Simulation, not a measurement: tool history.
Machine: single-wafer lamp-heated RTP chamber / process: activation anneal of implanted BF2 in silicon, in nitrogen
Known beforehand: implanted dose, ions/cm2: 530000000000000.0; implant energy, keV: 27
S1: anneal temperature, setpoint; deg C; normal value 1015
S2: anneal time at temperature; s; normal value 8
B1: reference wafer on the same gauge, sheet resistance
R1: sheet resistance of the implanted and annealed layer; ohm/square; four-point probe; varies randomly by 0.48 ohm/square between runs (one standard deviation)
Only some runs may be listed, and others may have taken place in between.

| run | day | S1 | S2 | B1 | R1 |
|---|---|---|---|---|---|
| 1 | 0.000 | 1015 | 8 | 245.93 | 229.75 |
| 2 | 0.538 | 1015 | 8 | 246.08 | 228.61 |
| 3 | 1.246 | 1015 | 8 | 245.94 | 229.69 |
| 4 | 1.733 | 1003 | 8 | 246.07 | 232.57 |
| 5 | 2.358 | 1015 | 8 | 246.07 | 229.27 |
| 6 | 3.096 | 1015 | 8 | 245.88 | 228.35 |
| 7 | 3.592 | 1015 | 6 | 245.97 | 230.21 |
| 8 | 3.979 | 1015 | 8 | 245.94 | 229.60 |
| 9 | 4.400 | 1015 | 8 | 246.18 | 228.87 |
| 10 | 4.675 | 1015 | 11 | 245.88 | 227.84 |
|  | 5.208 | pyrometer window cleaned and pyrometer calibrated |
| 11 | 5.404 | 1015 | 11 | 246.02 | 226.76 |
| 12 | 5.821 | 1015 | 11 | 246.13 | 226.65 |
| 13 | 6.158 | 1015 | 8 | 245.96 | 228.29 |
|  | 6.829 | reflector plate cleaned |
| 14 | 6.892 | 1015 | 8 | 246.16 | 227.94 |
| 15 | 7.479 | 1015 | 8 | 245.94 | 227.14 |
| 16 | 8.046 | 1015 | 8 | 245.77 | 226.52 |
| 17 | 8.304 | 1007 | 9 | 245.95 | 227.89 |
| 18 | 8.742 | 1015 | 8 | 246.04 | 227.55 |
| 19 | 9.029 | 1025 | 9 | 245.99 | 224.89 |
|  | 9.912 | pyrometer window cleaned and pyrometer calibrated, repeated, since the last time left the tool worse |
| 20 | 9.933 | 985 | 12 | 246.06 | 239.45 |
| 21 | 10.321 | 1015 | 12 | 246.14 | 228.01 |
| 22 | 10.600 | 1038 | 5 | 246.18 | 228.03 |
| 23 | 11.296 | 1015 | 8 | 245.91 | 229.17 |
|  | 11.658 | gauge calibrated |
| 24 | 13.154 | 1025 | 9 | 245.90 | 226.68 |
| 25 | 13.762 | 997 | 4 | 245.94 | 238.08 |
|  | 16.012 | pyrometer window cleaned and pyrometer calibrated |
| 26 | 16.033 | 1025 | 9 | 245.80 | 227.40 |
| 27 | 16.300 | 1024 | 7 | 245.91 | 229.10 |
| 28 | 16.625 | 1015 | 11 | 246.05 | 228.72 |
| 29 | 16.917 | 1015 | 8 | 246.11 | 229.80 |
| 30 | 17.425 | 1024 | 9 | 246.00 | 227.23 |
|  | 17.867 | reflector plate cleaned |
| 31 | 17.888 | 1004 | 8 | 246.02 | 232.96 |

Forecast run 32:
| 32 | 18.421 | 1015 | 7 | ? | ? |

B1: 246.25
R1: 230.11 ohm/square
With the hidden condition absent and the run-to-run variation left alone, this run would have shown R1 230.62 ohm/square.
